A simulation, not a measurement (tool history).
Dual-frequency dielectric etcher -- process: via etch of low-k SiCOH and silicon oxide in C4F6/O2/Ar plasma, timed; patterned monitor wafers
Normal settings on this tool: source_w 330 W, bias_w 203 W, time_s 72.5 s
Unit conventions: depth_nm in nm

run     day  source_w  bias_w  time_s  wafers since the last listed run  hours since the last wet clean  hours since the last source power generator calibration  hours since the last bias power generator calibration  hours since the last upper electrode change  hours since the gauge calibration  read-back reference wafer on the same gauge, depth_nm  depth_nm
  1   0.000       330     216    72.5                                 0                           407.8                                                    660.8                                                 1498.0                                       1917.5                             1659.9                                                  213.2     188.4
  2   2.592       350     203    72.5                               525                           470.0                                                    723.0                                                 1560.2                                       1979.7                             1722.1                                                  212.9     190.5
  3   4.625       350     203    72.5                               411                           518.8                                                    771.8                                                 1609.0                                       2028.5                             1770.9                                                  212.3     192.2
  4   6.667       330     203    72.5                               413                           567.8                                                    820.8                                                 1658.0                                       2077.5                             1819.9                                                  212.7     188.2
     10.862  -- wet clean of the chamber
  5  10.883       330     203    72.5                               651                             0.5                                                    922.0                                                 1759.2                                       2178.7                             1921.1                                                  213.1     176.5
  6  13.192       330     203    72.5                               467                            55.9                                                    977.4                                                 1814.6                                       2234.1                             1976.5                                                  213.0     179.3
  7  14.883       330     203    72.5                               342                            96.5                                                   1018.0                                                 1855.2                                       2274.7                             2017.1                                                  213.2     178.7
  8  18.825       330     203    72.5                               798                           191.1                                                   1112.6                                                 1949.8                                       2369.3                             2111.7                                                  212.7     181.2
  9  20.442       300     230    78.5                               327                           229.9                                                   1151.4                                                 1988.6                                       2408.1                             2150.5                                                  212.8     196.5
 10  24.504       330     242    72.5                               823                           327.4                                                   1248.9                                                 2086.1                                       2505.6                             2248.0                                                  213.4     192.1
 11  27.642       330     162    93.5                               635                           402.7                                                   1324.2                                                 2161.4                                       2580.9                             2323.3                                                  213.0     220.2
 12  29.312       330     203    72.5                               338                           442.8                                                   1364.3                                                 2201.5                                       2621.0                             2363.4                                                  212.8     182.9
     30.762  -- bias power generator calibrated
 13  33.358       390     152    58.0                               785                           539.9                                                   1461.4                                                   62.3                                       2718.1                             2460.5                                                  213.2     144.0
 14  37.017       360     174    61.5                               741                           627.7                                                   1549.2                                                  150.1                                       2805.9                             2548.3                                                  213.0     156.8
     42.825  -- wet clean of the chamber
     43.425  -- upper electrode replaced
 15  46.729       280     203    59.5                              1643                            93.7                                                   1782.3                                                  383.2                                         79.3                             2781.4                                                  212.9     138.0
     48.192  -- source power generator calibrated
 16  49.450       330     238    72.5                               517                           159.0                                                     30.2                                                  448.5                                        144.6                             2846.7                                                  213.0     190.3
 17  53.750       330     219    72.5                               871                           262.2                                                    133.4                                                  551.7                                        247.8                             2949.9                                                  213.5     185.4
 18  57.671       330     203    72.5                               794                           356.3                                                    227.5                                                  645.8                                        341.9                             3044.0                                                  213.2     183.0
     58.504  -- gauge calibrated
 19  62.158       330     243    53.5                               909                           464.0                                                    335.2                                                  753.5                                        449.6                               87.7                                                  213.4     145.3
     66.875  -- wet clean of the chamber
 20  66.896       280     203    53.0                               757                             0.5                                                    448.9                                                  867.2                                        563.3                              201.4                                                  213.0     121.0
 21  67.912       400     228    90.0                               205                            24.9                                                    473.3                                                  891.6                                        587.7                              225.8                                                  212.7     250.7
 22  74.846       270     203    79.0                              1404                           191.3                                                    639.7                                                 1058.0                                        754.1                              392.2                                                  213.2     180.8
 23  78.217       280     245    65.5                               682                           272.2                                                    720.6                                                 1138.9                                        835.0                              473.1                                                  213.1     165.3
 24  82.304       330     203    72.5                               828                           370.3                                                    818.7                                                 1237.0                                        933.1                              571.2                                                  212.9     183.6
 25  83.971       330     203    72.5                               337                           410.3                                                    858.7                                                 1277.0                                        973.1                              611.2                                                  213.0     183.9
 26  86.762       260     236    93.0                               565                           477.3                                                    925.7                                                 1344.0                                       1040.1                              678.2                                                  213.0     223.1
 27  89.908       330     203    80.0                               637                           552.8                                                   1001.2                                                 1419.5                                       1115.6                              753.7                                                  213.1     205.9
     91.154  -- wet clean of the chamber
 28  94.075       330     203    72.5                               641                            70.1                                                   1101.2                                                 1519.5                                       1215.6                              853.7                                                  213.2     180.7
 29  96.746       330     203    91.5                               541                           134.2                                                   1165.3                                                 1583.6                                       1279.7                              917.8                                                  212.6     228.4

4 ways to go on from here, each from the tool as it stands after run 29. What would each give?
  A  96.762       280     203    72.5                                 3                           134.6                                                   1165.7                                                 1584.0                                       1280.1                              918.2                                                      ?         ?
  B  96.762       330     167    72.5                                 3                           134.6                                                   1165.7                                                 1584.0                                       1280.1                              918.2                                                      ?         ?
  C  96.762       290     169    72.5                                 3                           134.6                                                   1165.7                                                 1584.0                                       1280.1                              918.2                                                      ?         ?
  D  96.762       370     234    90.5                                 3                           134.6                                                   1165.7                                                 1584.0                                       1280.1                              918.2                                                      ?         ?

run  read-back reference wafer on the same gauge, depth_nm  depth_nm
  A                                                  213.0     168.9
  B                                                  213.0     170.3
  C                                                  213.0     161.8
  D                                                  213.0     247.8
Without the tool's unlogged condition, the same runs would have read:
run  depth_nm
  A     166.8
  B     168.2
  C     159.9
  D     244.8

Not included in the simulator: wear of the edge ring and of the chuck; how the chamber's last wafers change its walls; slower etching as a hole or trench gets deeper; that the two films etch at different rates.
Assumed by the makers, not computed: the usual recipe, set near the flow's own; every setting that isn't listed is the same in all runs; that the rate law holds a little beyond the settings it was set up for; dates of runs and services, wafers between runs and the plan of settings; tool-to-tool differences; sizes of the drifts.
